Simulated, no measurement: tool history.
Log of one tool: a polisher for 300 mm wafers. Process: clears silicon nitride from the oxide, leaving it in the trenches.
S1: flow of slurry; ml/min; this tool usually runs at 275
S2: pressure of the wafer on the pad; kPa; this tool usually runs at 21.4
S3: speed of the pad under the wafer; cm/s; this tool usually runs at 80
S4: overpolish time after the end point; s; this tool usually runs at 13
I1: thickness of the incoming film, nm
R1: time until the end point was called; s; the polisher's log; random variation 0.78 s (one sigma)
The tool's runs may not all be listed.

run 1 hour=0 | S1=275 S2=21.4 S3=80 S4=13 | I1=65.6 | R1=72.9
-- hour=73.8 worn pad replaced by a new one
run 2 hour=97.7 | S1=275 S2=21.4 S3=80 S4=13 | I1=65.5 | R1=71
run 3 hour=125.1 | S1=275 S2=21.4 S3=80 S4=13 | I1=65.2 | R1=71.1
run 4 hour=154.2 | S1=275 S2=21.4 S3=80 S4=13 | I1=66 | R1=72.5
run 5 hour=189.2 | S1=275 S2=21.4 S3=80 S4=13 | I1=65.1 | R1=72
-- hour=220.2 worn pad replaced by a new one
run 6 hour=257.6 | S1=275 S2=21.4 S3=80 S4=13 | I1=65 | R1=69.8
-- hour=294 slurry nozzle cleaned
run 7 hour=294.5 | S1=275 S2=20 S3=80 S4=13 | I1=64.6 | R1=73.6
-- hour=346.2 worn pad replaced by a new one
run 8 hour=346.7 | S1=275 S2=20 S3=80 S4=13 | I1=65.7 | R1=74.1
-- hour=381.8 head pressure recalibrated
run 9 hour=394.6 | S1=325 S2=21.4 S3=80 S4=9 | I1=65.8 | R1=77.3
run 10 hour=462.9 | S1=275 S2=23.4 S3=102 S4=8 | I1=65.4 | R1=59.2
-- hour=486.4 worn pad replaced by a new one
run 11 hour=488.5 | S1=225 S2=16.5 S3=66 S4=7 | I1=66.4 | R1=110
run 12 hour=516.7 | S1=275 S2=21.4 S3=80 S4=13 | I1=63.7 | R1=75.3
run 13 hour=582.9 | S1=275 S2=21.4 S3=80 S4=13 | I1=65 | R1=76.4
run 14 hour=626.4 | S1=275 S2=21.4 S3=80 S4=16 | I1=65 | R1=78.2
-- hour=643.1 worn pad replaced by a new one
run 15 hour=689 | S1=305 S2=21.4 S3=66 S4=13 | I1=64.5 | R1=89.4
run 16 hour=738.4 | S1=275 S2=21.4 S3=80 S4=13 | I1=65.4 | R1=77.5

5 options for the next run, each taken on its own from the tool as it stands now. Forecast them:
run A hour=738.9 | S1=275 S2=21.4 S3=80 S4=13 | I1=64.4 | R1=?
run B hour=738.9 | S1=315 S2=17.2 S3=106 S4=9 | I1=64.4 | R1=?
run C hour=738.9 | S1=220 S2=26.2 S3=80 S4=7 | I1=64.4 | R1=?
run D hour=738.9 | S1=275 S2=18.6 S3=68 S4=13 | I1=64.4 | R1=?
run E hour=738.9 | S1=275 S2=25.5 S3=80 S4=13 | I1=64.4 | R1=?

run=A R1=77.9
run=B R1=71.4
run=C R1=67.5
run=D R1=98.5
run=E R1=68
Had the tool no hidden state, the same runs would have come out as:
run=A R1=77
run=B R1=70.6
run=C R1=66.7
run=D R1=97.4
run=E R1=67.2

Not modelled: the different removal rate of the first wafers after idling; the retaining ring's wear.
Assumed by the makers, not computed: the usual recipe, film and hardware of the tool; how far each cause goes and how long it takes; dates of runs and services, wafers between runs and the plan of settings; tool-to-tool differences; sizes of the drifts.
